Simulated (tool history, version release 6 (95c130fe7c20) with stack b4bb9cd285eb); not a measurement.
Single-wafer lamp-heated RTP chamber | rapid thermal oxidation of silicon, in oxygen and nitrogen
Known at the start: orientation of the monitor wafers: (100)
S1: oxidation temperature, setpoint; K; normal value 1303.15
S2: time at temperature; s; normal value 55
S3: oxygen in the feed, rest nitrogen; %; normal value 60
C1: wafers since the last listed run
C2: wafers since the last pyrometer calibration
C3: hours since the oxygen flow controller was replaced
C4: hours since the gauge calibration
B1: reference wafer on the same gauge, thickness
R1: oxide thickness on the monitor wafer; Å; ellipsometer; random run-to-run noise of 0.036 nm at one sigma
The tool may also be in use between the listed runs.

Run 1, hour 0.0: usual settings but S2 61 s; C1 0; C2 1555; C3 4364.5; C4 726.0; B1 6.955. Result: R1 63.47 Å.
Run 2, hour 64.3: usual settings; C1 715; C2 2271; C3 4428.8; C4 790.3; B1 6.970. Result: R1 60.71 Å.
Run 3, hour 132.3: usual settings; C1 756; C2 3028; C3 4496.8; C4 858.3; B1 6.980. Result: R1 60.92 Å.
Run 4, hour 173.0: usual settings; C1 452; C2 3480; C3 4537.5; C4 899.0; B1 6.991. Result: R1 61.46 Å.
Run 5, hour 257.8: usual settings but S3 38 %; C1 943; C2 4424; C3 4622.3; C4 983.8; B1 7.034. Result: R1 52.61 Å.
Run 6, hour 311.1: usual settings but S3 73 %; C1 593; C2 5017; C3 4675.6; C4 1037.1; B1 7.044. Result: R1 66.36 Å.
Run 7, hour 383.8: usual settings; C1 809; C2 5827; C3 4748.3; C4 1109.8; B1 7.079. Result: R1 62.21 Å.
Run 8, hour 445.6: usual settings; C1 687; C2 6514; C3 4810.1; C4 1171.6; B1 7.103. Result: R1 61.66 Å.
Run 9, hour 551.5: usual settings; C1 1178; C2 7693; C3 4916.0; C4 1277.5; B1 7.148. Result: R1 62.47 Å.
At hour 599.8: gauge calibrated.
Run 10, hour 647.6: usual settings; C1 1069; C2 8762; C3 5012.1; C4 47.8; B1 6.791. Result: R1 59.37 Å.
At hour 686.2: pyrometer window cleaned and pyrometer calibrated.
Run 11, hour 739.4: usual settings; C1 932; C2 592; C3 5103.9; C4 139.6; B1 6.792. Result: R1 58.87 Å.
Run 12, hour 790.1: usual settings; C1 564; C2 1156; C3 5154.6; C4 190.3; B1 6.782. Result: R1 59.40 Å.
Run 13, hour 891.2: usual settings; C1 1125; C2 2281; C3 5255.7; C4 291.4; B1 6.808. Result: R1 58.91 Å.
Run 14, hour 928.9: usual settings; C1 419; C2 2701; C3 5293.4; C4 329.1; B1 6.805. Result: R1 59.88 Å.
Run 15, hour 968.3: usual settings but S3 46 %; C1 438; C2 3139; C3 5332.8; C4 368.5; B1 6.804. Result: R1 53.79 Å.
Run 16, hour 1056.6: usual settings but S1 1316.15 K, S3 82 %; C1 982; C2 4122; C3 5421.1; C4 456.8; B1 6.834. Result: R1 72.46 Å.
Run 17, hour 1099.9: usual settings but S1 1292.15 K, S2 73 s, S3 80 %; C1 481; C2 4604; C3 5464.4; C4 500.1; B1 6.832. Result: R1 69.23 Å.
At hour 1113.4: oxygen flow controller replaced.
Run 18, hour 1178.4: usual settings but S1 1329.15 K, S2 72 s, S3 84 %; C1 784; C2 5389; C3 65.0; C4 578.6; B1 6.844. Result: R1 91.68 Å.
Run 19, hour 1253.2: usual settings; C1 832; C2 6221; C3 139.8; C4 653.4; B1 6.856. Result: R1 60.25 Å.
Run 20, hour 1298.7: usual settings but S1 1287.15 K, S2 66 s, S3 37 %; C1 506; C2 6727; C3 185.3; C4 698.9; B1 6.880. Result: R1 49.18 Å.
Run 21, hour 1383.2: usual settings; C1 940; C2 7668; C3 269.8; C4 783.4; B1 6.904. Result: R1 59.83 Å.
At hour 1419.7: pyrometer window cleaned and pyrometer calibrated.
Run 22, hour 1483.7: usual settings but S1 1278.15 K, S2 28 s, S3 87 %; C1 1029; C2 712; C3 370.3; C4 883.9; B1 6.948. Result: R1 43.56 Å.
Run 23, hour 1520.0: usual settings but S1 1331.15 K, S2 68 s, S3 39 %; C1 403; C2 1116; C3 406.6; C4 920.2; B1 6.964. Result: R1 69.79 Å.
Run 24, hour 1571.8: usual settings but S1 1328.15 K, S2 79 s, S3 43 %; C1 576; C2 1692; C3 458.4; C4 972.0; B1 6.957. Result: R1 75.65 Å.
Run 25, hour 1667.5: usual settings but S2 28 s; C1 1065; C2 2757; C3 554.1; C4 1067.7; B1 7.016. Result: R1 46.02 Å.
Run 26, hour 1720.0: usual settings but S3 36 %; C1 584; C2 3342; C3 606.6; C4 1120.2; B1 7.039. Result: R1 51.46 Å.
Run 27, hour 1766.8: usual settings; C1 520; C2 3862; C3 653.4; C4 1167.0; B1 7.044. Result: R1 62.05 Å.

Results per run with the tool's hidden condition removed, run-to-run variation unchanged:
Hidden state present: true wafer temperature minus pyrometer reading, K; deviation of the oxygen flow from its setpoint, %; gauge reads high (%).
run     R1
  1  62.39
  2  59.51
  3  59.53
  4  59.95
  5  51.08
  6  64.25
  7  59.98
  8  59.22
  9  59.59
 10  59.66
 11  59.13
 12  59.64
 13  59.06
 14  60.00
 15  53.85
 16  72.39
 17  69.09
 18  91.28
 19  59.83
 20  48.75
 21  59.10
 22  42.83
 23  68.50
 24  74.05
 25  44.80
 26  49.95
 27  60.05
